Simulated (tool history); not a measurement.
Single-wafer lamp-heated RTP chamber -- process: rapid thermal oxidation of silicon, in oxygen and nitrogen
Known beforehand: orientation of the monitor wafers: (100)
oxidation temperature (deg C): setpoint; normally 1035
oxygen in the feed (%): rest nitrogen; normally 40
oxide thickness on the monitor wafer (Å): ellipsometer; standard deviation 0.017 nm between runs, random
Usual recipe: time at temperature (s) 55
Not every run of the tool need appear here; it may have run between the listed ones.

run   hour  oxidation temperature (deg C)  time at temperature (s)  oxygen in the feed (%)  read-back reference wafer on the same gauge, thickness  oxide thickness on the monitor wafer (Å)
  1      0                           1035                       55                      24                                                   5.539                                     41.49
  2   10.3                           1035                       55                      24                                                    5.54                                     41.36
  3   17.5                           1035                       55                      40                                                   5.544                                     48.96
  4     35                           1035                       55                      40                                                    5.53                                     48.85
  5   63.6                           1035                       55                      40                                                   5.543                                     48.99
      73.5  -- oxygen flow controller replaced
  6   80.7                           1035                       55                      40                                                   5.547                                     49.08
  7   90.4                           1035                       55                      40                                                    5.54                                     48.91
  8  141.7                           1021                       55                      40                                                    5.54                                     44.55
  9  147.7                           1035                       55                      40                                                    5.54                                     49.04
 10  155.6                           1035                       55                      40                                                   5.542                                     49.01
 11  173.2                           1035                       55                      40                                                   5.539                                     48.76
 12  182.4                           1035                       55                      40                                                   5.534                                     48.98
     192.3  -- pyrometer window cleaned and pyrometer calibrated
 13  192.8                           1035                       55                      40                                                   5.536                                     48.91
 14  196.5                           1035                       55                      40                                                   5.547                                     48.75
 15  213.8                           1013                       72                      66                                                   5.541                                     56.29
 16  230.4                           1054                       55                      32                                                   5.539                                     51.42
 17  237.3                           1035                       55                      17                                                   5.535                                     37.07
 18  253.8                           1065                       55                      40                                                   5.541                                     60.07
 19  263.5                           1035                       76                      40                                                   5.537                                      56.6
 20  274.8                           1035                       38                      40                                                   5.543                                     42.21
 21  285.5                           1035                       32                      68                                                    5.54                                     46.74
 22  297.6                           1035                       71                      40                                                   5.538                                      54.6
 23  310.8                           1027                       38                      48                                                   5.539                                     42.44
     328.1  -- gauge calibrated
 24  339.8                           1011                       76                      30                                                   5.543                                      43.3
 25  353.5                           1035                       55                      30                                                   5.545                                     44.51
 26  363.9                           1035                       55                      40                                                   5.537                                     48.83
 27  371.8                           1035                       55                      40                                                    5.54                                     48.89
 28  385.4                           1056                       55                      40                                                   5.542                                     56.51
 29  421.2                           1010                       34                      51                                                   5.548                                     36.85
 30  430.7                           1023                       36                      24                                                    5.54                                      32.6
 31  441.7                           1010                       75                      40                                                   5.538                                     47.26
 32  453.8                           1055                       40                      61                                                   5.534                                     56.64
 33  464.6                           1035                       55                      40                                                   5.548                                     48.92
 34  475.6                           1043                       79                      40                                                   5.537                                     60.73
 35  486.5                           1045                       82                      25                                                   5.546                                     52.89
 36  502.4                           1035                       55                      40                                                   5.545                                     48.57
 37  512.2                           1061                       55                      40                                                   5.543                                     58.64
 38  525.8                           1035                       55                      40                                                   5.548                                     49.11

Branching from run 38: 4 alternative next runs. What would each branch give?
  A  526.3                           1035                       55                      49                                                       ?                                         ?
  B  526.3                           1035                       69                      40                                                       ?                                         ?
  C  526.3                           1013                       63                      17                                                       ?                                         ?
  D  526.3                           1043                       55                      40                                                       ?                                         ?

run  read-back reference wafer on the same gauge, thickness  oxide thickness on the monitor wafer (Å)
  A                                                   5.543                                     52.63
  B                                                   5.543                                     54.15
  C                                                   5.543                                     34.39
  D                                                   5.543                                     51.81
Without the tool's hidden state the same runs would have given:
run  oxide thickness on the monitor wafer (Å)
  A                                     52.63
  B                                     54.15
  C                                     34.39
  D                                     51.81
